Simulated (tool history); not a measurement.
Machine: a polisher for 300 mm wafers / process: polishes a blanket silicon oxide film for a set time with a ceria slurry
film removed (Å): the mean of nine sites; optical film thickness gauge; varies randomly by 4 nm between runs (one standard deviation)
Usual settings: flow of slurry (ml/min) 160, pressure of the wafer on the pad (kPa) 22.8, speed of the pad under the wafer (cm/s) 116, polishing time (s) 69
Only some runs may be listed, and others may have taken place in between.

| run | hour | flow of slurry (ml/min) | pressure of the wafer on the pad (kPa) | speed of the pad under the wafer (cm/s) | polishing time (s) | wafers since the last listed run | wafers polished on this pad | hours since the slurry nozzle was cleaned | hours since the head pressure was calibrated | incoming thickness of the incoming film, nm | film removed (Å) |
|---|---|---|---|---|---|---|---|---|---|---|---|
| 1 | 0.0 | 160 | 22.8 | 116 | 78 | 0 | 644 | 189.2 | 259.8 | 1061.4 | 4234 |
| 2 | 64.5 | 160 | 22.8 | 116 | 78 | 615 | 1260 | 253.7 | 324.3 | 1061.3 | 4170 |
|  | 342.3 | slurry nozzle cleaned |
| 3 | 351.5 | 160 | 22.8 | 116 | 78 | 2730 | 3991 | 9.2 | 611.3 | 1068.8 | 4220 |
|  | 436.4 | worn pad replaced by a new one |
| 4 | 440.9 | 160 | 22.8 | 116 | 69 | 815 | 43 | 98.6 | 700.7 | 1043.7 | 3722 |
| 5 | 533.9 | 160 | 22.8 | 116 | 69 | 888 | 931 | 191.6 | 793.7 | 1064.9 | 3673 |
| 6 | 592.0 | 160 | 22.8 | 116 | 69 | 554 | 1485 | 249.7 | 851.8 | 1054.3 | 3682 |
| 7 | 699.2 | 160 | 22.8 | 116 | 69 | 1023 | 2509 | 356.9 | 959.0 | 1081.8 | 3760 |
| 8 | 786.6 | 160 | 22.8 | 116 | 69 | 834 | 3344 | 444.3 | 1046.4 | 1063.1 | 3726 |
| 9 | 856.5 | 180 | 22.8 | 116 | 69 | 667 | 4011 | 514.2 | 1116.3 | 1070.9 | 3745 |
|  | 897.4 | worn pad replaced by a new one |
| 10 | 917.5 | 180 | 22.8 | 116 | 69 | 544 | 191 | 575.2 | 1177.3 | 1045.9 | 3779 |
|  | 957.0 | slurry nozzle cleaned |
| 11 | 1019.1 | 160 | 22.8 | 116 | 69 | 960 | 1152 | 62.1 | 1278.9 | 1037.1 | 3783 |
| 12 | 1106.1 | 160 | 22.8 | 116 | 69 | 830 | 1982 | 149.1 | 1365.9 | 1057.4 | 3710 |
| 13 | 1153.9 | 135 | 22.8 | 102 | 69 | 456 | 2439 | 196.9 | 1413.7 | 1060.4 | 3176 |
| 14 | 1238.3 | 135 | 22.8 | 102 | 69 | 805 | 3245 | 281.3 | 1498.1 | 1063.0 | 3220 |
|  | 1303.7 | worn pad replaced by a new one |
| 15 | 1324.9 | 135 | 22.8 | 102 | 69 | 788 | 202 | 367.9 | 1584.7 | 1051.3 | 3206 |
|  | 1331.5 | head pressure recalibrated |
| 16 | 1372.7 | 180 | 22.8 | 148 | 69 | 437 | 640 | 415.7 | 41.2 | 1055.8 | 4701 |
| 17 | 1452.0 | 180 | 22.8 | 116 | 69 | 757 | 1397 | 495.0 | 120.5 | 1061.1 | 3804 |
| 18 | 1504.3 | 160 | 22.8 | 116 | 69 | 499 | 1896 | 547.3 | 172.8 | 1064.8 | 3762 |
| 19 | 1544.6 | 140 | 16.5 | 86 | 47 | 384 | 2281 | 587.6 | 213.1 | 1055.9 | 1474 |
| 20 | 1596.2 | 160 | 22.8 | 116 | 69 | 492 | 2774 | 639.2 | 264.7 | 1053.5 | 3796 |
|  | 1637.2 | slurry nozzle cleaned |
| 21 | 1659.8 | 130 | 22.8 | 86 | 60 | 597 | 3371 | 22.6 | 328.3 | 1057.0 | 2419 |
| 22 | 1720.9 | 160 | 17.9 | 96 | 69 | 583 | 3955 | 83.7 | 389.4 | 1052.7 | 2613 |
|  | 1763.5 | worn pad replaced by a new one |
| 23 | 1810.9 | 160 | 22.8 | 116 | 80 | 821 | 452 | 173.7 | 479.4 | 1057.3 | 4348 |
| 24 | 1871.9 | 160 | 22.8 | 116 | 69 | 582 | 1034 | 234.7 | 540.4 | 1076.3 | 3742 |
| 25 | 1914.6 | 160 | 22.8 | 116 | 85 | 407 | 1442 | 277.4 | 583.1 | 1064.5 | 4550 |
| 26 | 2018.8 | 160 | 22.8 | 116 | 69 | 994 | 2437 | 381.6 | 687.3 | 1063.5 | 3708 |
| 27 | 2068.6 | 160 | 22.8 | 116 | 83 | 475 | 2912 | 431.4 | 737.1 | 1049.1 | 4467 |
| 28 | 2128.1 | 160 | 18.6 | 116 | 69 | 568 | 3481 | 490.9 | 796.6 | 1057.9 | 3156 |
| 29 | 2184.4 | 190 | 26.2 | 104 | 61 | 537 | 4018 | 547.2 | 852.9 | 1067.6 | 3452 |
|  | 2280.6 | worn pad replaced by a new one |
| 30 | 2281.1 | 160 | 22.8 | 116 | 69 | 885 | 4 | 643.9 | 949.6 | 1050.7 | 3776 |

Branching from run 30: 3 alternative next runs. What would each branch give?
| A | 2281.5 | 160 | 22.8 | 132 | 69 | 3 | 8 | 644.3 | 950.0 | 1077.8 | ? |
| B | 2281.5 | 215 | 16.5 | 90 | 80 | 3 | 8 | 644.3 | 950.0 | 1077.8 | ? |
| C | 2281.5 | 160 | 22.8 | 116 | 76 | 3 | 8 | 644.3 | 950.0 | 1077.8 | ? |

| run | film removed (Å) |
|---|---|
| A | 4161 |
| B | 2795 |
| C | 4089 |
Stripped of hidden state, with their random variation kept, the same runs would have yielded:
| run | film removed (Å) |
|---|---|
| A | 4161 |
| B | 2795 |
| C | 4089 |
